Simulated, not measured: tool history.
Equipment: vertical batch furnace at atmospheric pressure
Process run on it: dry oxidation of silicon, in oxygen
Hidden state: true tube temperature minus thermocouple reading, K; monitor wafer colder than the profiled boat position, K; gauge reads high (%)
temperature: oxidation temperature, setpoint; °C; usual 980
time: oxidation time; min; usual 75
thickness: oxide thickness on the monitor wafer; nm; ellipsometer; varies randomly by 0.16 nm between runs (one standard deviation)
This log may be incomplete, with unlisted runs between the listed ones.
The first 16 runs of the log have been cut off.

run	hour	temperature	time	wafers since the last listed run	hours since the last temperature calibration	hours since the boat lift was adjusted	hours since the gauge calibration	read-back reference wafer on the same gauge, thickness	thickness
17	384	966	101.5	169	1928.6	3217.9	315.3	53.18	53.74
18	407.5	958	56	228	1952.1	3241.4	338.8	53.18	33.89
# hour 451.4: boat lift adjusted
# hour 463.3: thermocouples replaced and temperature profile calibrated
19	463.8	997	75	198	0.5	12.4	395.1	53.17	55.89
20	469.4	980	55.5	54	6.1	18	400.7	53.15	39.22
21	488.7	980	75	187	25.4	37.3	420	53.22	47.47
22	504	1001	40.5	148	40.7	52.6	435.3	53.2	39.14
23	526.8	987	75	221	63.5	75.4	458.1	53.19	50.27
24	548.2	1004	42.5	208	84.9	96.8	479.5	53.2	41.66
25	572.4	980	94	235	109.1	121	503.7	53.21	55.61
26	600.7	980	75	275	137.4	149.3	532	53.21	47.46
27	631.4	973	75	298	168.1	180	562.7	53.19	44.86
28	662.8	980	75	305	199.5	211.4	594.1	53.21	47.44
# hour 683.4: gauge calibrated
29	687.9	980	75	244	224.6	236.5	4.5	53.21	47.6
30	710.9	987	89.5	223	247.6	259.5	27.5	53.19	56.62
31	731.2	999	56.5	197	267.9	279.8	47.8	53.19	47.51
32	746.9	995	75	152	283.6	295.5	63.5	53.18	54.36
33	850.4	964	46	1006	387.1	399	167	53.19	30.71
34	875.4	993	44	243	412.1	424	192	53.21	37.95
35	903.8	980	42	276	440.5	452.4	220.4	53.2	32.66
36	929.8	980	75	252	466.5	478.4	246.4	53.22	47.63
37	954.6	980	94	241	491.3	503.2	271.2	53.24	55.35
38	969.4	980	75	143	506.1	518	286	53.2	47.51

5 options for the next run, each taken on its own from the tool as it stands now. Forecast them:
A	975.1	959	75	55	511.8	523.7	291.7	?	?
B	975.1	998	94.5	55	511.8	523.7	291.7	?	?
C	975.1	994	62.5	55	511.8	523.7	291.7	?	?
D	975.1	980	88	55	511.8	523.7	291.7	?	?
E	975.1	958	75	55	511.8	523.7	291.7	?	?

run	read-back reference wafer on the same gauge, thickness	thickness
A	53.22	40.29
B	53.22	65.94
C	53.22	48.05
D	53.22	52.99
E	53.22	39.93
What these runs would have given with no unlogged condition in the tool:
run	thickness
A	40.04
B	65.49
C	47.71
D	52.68
E	39.67
